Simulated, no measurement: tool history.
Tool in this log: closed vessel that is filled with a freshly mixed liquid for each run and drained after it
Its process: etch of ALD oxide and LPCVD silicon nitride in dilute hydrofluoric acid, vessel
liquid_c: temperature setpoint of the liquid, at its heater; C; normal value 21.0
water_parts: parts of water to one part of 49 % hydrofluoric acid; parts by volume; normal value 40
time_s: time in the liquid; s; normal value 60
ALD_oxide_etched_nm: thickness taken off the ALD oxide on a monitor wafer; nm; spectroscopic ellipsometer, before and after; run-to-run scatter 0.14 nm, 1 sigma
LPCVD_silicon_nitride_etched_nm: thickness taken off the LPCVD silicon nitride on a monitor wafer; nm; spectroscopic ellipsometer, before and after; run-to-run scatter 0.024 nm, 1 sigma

run,day,liquid_c,water_parts,time_s,wafers since the last listed run,hours since the thermometer was replaced,hours since the hydrofluoric acid flow meter was replaced,hours since the gauge calibration,"read-back film thickness of the ALD oxide reference wafer, read on the same gauge (nm)","read-back film thickness of the LPCVD silicon nitride reference wafer, read on the same gauge (nm)",ALD_oxide_etched_nm,LPCVD_silicon_nitride_etched_nm
1,0.000,18.5,40,60,0,194.0,707.5,290.1,81.55,112.095,16.18,0.454
2,1.521,18.5,40,60,3059,230.5,744.0,326.6,81.71,112.369,16.08,0.414
# day 5.104: hydrofluoric acid flow meter replaced
3,8.083,21.0,40,60,13119,388.0,71.5,484.1,82.28,113.131,18.07,0.549
4,10.654,21.0,40,60,5172,449.7,133.2,545.8,82.46,113.365,17.97,0.530
5,12.538,21.0,40,60,3789,494.9,178.4,591.0,82.54,113.481,18.00,0.540
6,14.933,21.0,40,60,4820,552.4,235.9,648.5,82.69,113.669,18.17,0.520
7,17.108,21.0,40,60,4375,604.6,288.1,700.7,82.76,113.828,18.26,0.517
8,19.096,21.0,40,60,3998,652.3,335.8,748.4,82.86,113.930,18.16,0.543
9,21.717,22.5,55,60,5272,715.2,398.7,811.3,82.92,114.050,13.66,0.482
10,23.325,25.0,40,60,3235,753.8,437.3,849.9,82.98,114.116,21.49,0.733
11,25.575,17.0,25,85,4526,807.8,491.3,903.9,83.00,114.154,35.54,0.879
12,26.750,21.0,40,60,2364,836.0,519.5,932.1,83.02,114.202,18.51,0.587
13,27.938,23.5,40,60,2389,864.5,548.0,960.6,83.09,114.248,20.54,0.659
14,30.254,17.0,30,50,4661,920.1,603.6,1016.2,83.10,114.320,17.07,0.466
# day 31.912: hydrofluoric acid flow meter replaced
15,33.042,26.0,40,60,5524,987.0,27.1,1083.1,83.17,114.321,22.60,0.813
# day 33.783: thermometer replaced
16,34.850,17.0,40,60,3554,25.6,70.5,1126.5,83.19,114.404,15.58,0.430

Run 17 is up next; what results do you expect?
17,37.475,17.0,25,85,5281,88.6,133.5,1189.5,?,?,?,?

Run 17 produced read-back film thickness of the ALD oxide reference wafer, read on the same gauge (nm) 83.22, read-back film thickness of the LPCVD silicon nitride reference wafer, read on the same gauge (nm) 114.439, ALD_oxide_etched_nm 35.72 nm, LPCVD_silicon_nitride_etched_nm 0.902 nm.
Were there no unlogged condition in the tool, this run, its random variation unchanged, would have produced ALD_oxide_etched_nm 34.34 nm, LPCVD_silicon_nitride_etched_nm 0.867 nm.

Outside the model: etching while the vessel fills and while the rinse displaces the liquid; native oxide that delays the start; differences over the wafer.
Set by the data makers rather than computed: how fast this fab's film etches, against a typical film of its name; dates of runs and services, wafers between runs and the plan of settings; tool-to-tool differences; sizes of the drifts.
